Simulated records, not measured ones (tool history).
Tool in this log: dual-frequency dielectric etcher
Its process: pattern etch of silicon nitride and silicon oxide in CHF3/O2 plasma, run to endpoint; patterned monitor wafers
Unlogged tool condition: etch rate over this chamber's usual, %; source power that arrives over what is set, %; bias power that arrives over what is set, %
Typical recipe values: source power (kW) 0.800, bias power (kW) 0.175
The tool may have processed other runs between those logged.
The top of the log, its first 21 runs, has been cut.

run	day	source power (kW)	bias power (kW)	wafers since the last listed run	hours since the last wet clean	hours since the last source power generator calibration	hours since the last bias power generator calibration	hours since the last upper electrode change	incoming incoming film thickness, nm	endpoint time (s)
22	60.542	0.800	0.175	189	22.7	2735.9	1088.8	783.7	212.8	149.7
23	63.033	0.800	0.175	509	82.5	2795.7	1148.6	843.5	214.2	150.2
# day 67.221: source power generator calibrated
24	76.100	0.910	0.197	2638	396.1	213.1	1462.2	1157.1	214.2	140.8
25	78.842	0.670	0.193	560	461.9	278.9	1528.0	1222.9	211.6	154.1
26	81.167	0.610	0.209	475	517.7	334.7	1583.8	1278.7	210.4	150.5
27	84.054	0.630	0.153	590	587.0	404.0	1653.1	1348.0	213.3	171.5
28	85.967	0.640	0.187	391	632.9	449.9	1699.0	1393.9	213.8	159.7
# day 87.421: wet clean of the chamber
29	89.433	0.920	0.151	504	48.3	533.1	1782.2	1477.1	211.7	151.9
30	92.508	0.860	0.147	628	122.1	606.9	1856.0	1550.9	214.2	158.3
31	96.396	0.800	0.209	795	215.4	700.2	1949.3	1644.2	212.2	140.7
32	98.071	0.800	0.175	342	255.6	740.4	1989.5	1684.4	212.5	151.9
33	102.033	0.980	0.148	810	350.7	835.5	2084.6	1779.5	214.1	154.7
34	105.675	0.870	0.133	744	438.1	922.9	2172.0	1866.9	212.8	165.7
35	108.258	0.720	0.194	528	500.1	984.9	2234.0	1928.9	213.2	151.0
36	111.312	0.800	0.175	624	573.4	1058.2	2307.3	2002.2	213.3	153.5

Forecast each of these 3 alternatives for the next run:
A	111.333	0.680	0.175	4	573.9	1058.7	2307.8	2002.7	211.2	?
B	111.333	0.960	0.138	4	573.9	1058.7	2307.8	2002.7	211.2	?
C	111.333	0.860	0.150	4	573.9	1058.7	2307.8	2002.7	211.2	?

run	endpoint time (s)
A	159.6
B	159.3
C	159.2
What these runs would have given with no unlogged condition in the tool:
run	endpoint time (s)
A	155.1
B	154.7
C	154.7

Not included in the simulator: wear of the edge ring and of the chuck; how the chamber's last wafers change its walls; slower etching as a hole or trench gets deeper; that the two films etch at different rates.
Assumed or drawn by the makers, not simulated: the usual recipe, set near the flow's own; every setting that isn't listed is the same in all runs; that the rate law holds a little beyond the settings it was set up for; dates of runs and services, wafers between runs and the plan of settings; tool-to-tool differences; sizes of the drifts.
